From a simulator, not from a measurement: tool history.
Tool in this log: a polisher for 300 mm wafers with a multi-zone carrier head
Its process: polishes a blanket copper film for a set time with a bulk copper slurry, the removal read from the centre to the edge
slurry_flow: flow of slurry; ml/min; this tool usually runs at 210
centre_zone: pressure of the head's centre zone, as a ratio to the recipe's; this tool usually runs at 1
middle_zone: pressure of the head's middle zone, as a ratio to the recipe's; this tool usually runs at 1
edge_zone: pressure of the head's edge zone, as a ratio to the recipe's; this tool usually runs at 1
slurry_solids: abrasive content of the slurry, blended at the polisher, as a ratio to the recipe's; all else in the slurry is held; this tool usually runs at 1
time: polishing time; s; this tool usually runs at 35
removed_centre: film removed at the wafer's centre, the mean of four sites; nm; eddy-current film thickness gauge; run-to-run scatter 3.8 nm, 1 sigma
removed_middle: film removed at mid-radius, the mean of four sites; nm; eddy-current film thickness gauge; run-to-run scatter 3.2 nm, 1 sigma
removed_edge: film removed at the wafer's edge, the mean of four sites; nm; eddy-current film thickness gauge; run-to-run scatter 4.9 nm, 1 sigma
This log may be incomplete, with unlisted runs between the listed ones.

run     day  slurry_flow  centre_zone  middle_zone  edge_zone  slurry_solids  time  incoming thickness of the incoming film, nm  removed_centre  removed_middle  removed_edge
  1       0          210            1            1          1              1    35                                       2669.9           359.7           338.2         338.9
  2   3.971          210            1            1          1              1    35                                       2640.9           362.2           332.7         340.6
  3   5.742          210            1            1          1              1    35                                       2626.4           362.5           335.5         345.8
  4       8          210            1            1          1              1    35                                       2704.3           361.9           339.7         341.3
      9.142  -- worn pad replaced by a new one
  5  10.892          210            1            1          1              1    35                                       2623.5           360.7           337.9         343.2
  6  12.771          210            1            1       1.04              1    35                                       2672.1           367.9           335.6         340.5
  7  14.367          210            1            1          1              1    35                                       2661.4           359.5           330.4           339
  8  18.442          210            1            1          1              1    35                                       2717.4           361.7           338.2         342.2
     19.338  -- worn pad replaced by a new one
     20.271  -- centre zone pressure recalibrated
  9  22.854          210            1            1          1              1    35                                       2693.1           375.4           335.8         345.3
 10  24.754          210            1            1          1              1    35                                         2667           387.3           333.3         346.6
     26.712  -- slurry nozzle cleaned
      28.05  -- edge zone pressure recalibrated
 11  28.246          210         1.06            1          1           0.75    45                                       2651.3           496.6           416.1         416.6
     29.929  -- carrier head's membrane replaced by a new one
 12  30.871          175            1            1          1              1    35                                       2670.5           373.1           332.1         334.9
     31.254  -- centre zone pressure recalibrated, repeated, since the last time left the tool worse
     31.288  -- worn pad replaced by a new one
 13  33.079          210            1            1          1              1    27                                       2665.5           267.8           258.7         269.8
 14  34.788          210            1            1          1              1    35                                       2710.9           350.2           336.9         341.4
 15  37.671          240            1         1.07          1              1    35                                       2632.5           353.9           359.8         348.4
 16  40.883          210            1            1          1            0.7    35                                       2638.9           327.5           316.9         330.7
     43.683  -- worn pad replaced by a new one
 17  44.888          210            1            1          1              1    35                                       2694.7             363           333.9         332.7
 18  48.929          270         1.05            1          1            1.1    35                                         2630             390           349.8         351.9
 19  52.571          210            1            1          1              1    35                                       2649.4             356           332.4         349.4
     53.167  -- worn pad replaced by a new one
 20  55.033          155         1.03            1          1              1    35                                         2711             355             325         335.9

Consider 5 possible next runs. They are alternatives, not a sequence: every one starts from the tool as it was left by run 20. What does each give?
  A  55.05          210            1            1          1              1    35                                       2662.3               ?               ?             ?
  B  55.05          210         1.04         1.06          1            1.1    27                                       2662.3               ?               ?             ?
  C  55.05          210         0.93         0.94       0.92            0.8    35                                       2662.3               ?               ?             ?
  D  55.05          145            1            1          1              1    44                                       2662.3               ?               ?             ?
  E  55.05          210            1            1          1           1.15    35                                       2662.3               ?               ?             ?

run  removed_centre  removed_middle  removed_edge
  A           351.1           334.4         345.5
  B           285.3           276.2         271.5
  C           316.5           304.1         318.3
  D           420.4           402.5         420.7
  E           361.1           343.9         355.4
Without the tool's hidden state the same runs would have given:
run  removed_centre  removed_middle  removed_edge
  A           335.6           334.5         345.5
  B           272.8           276.3         271.5
  C           302.6           304.1         318.3
  D             402           402.6         420.7
  E           345.2             344         355.4
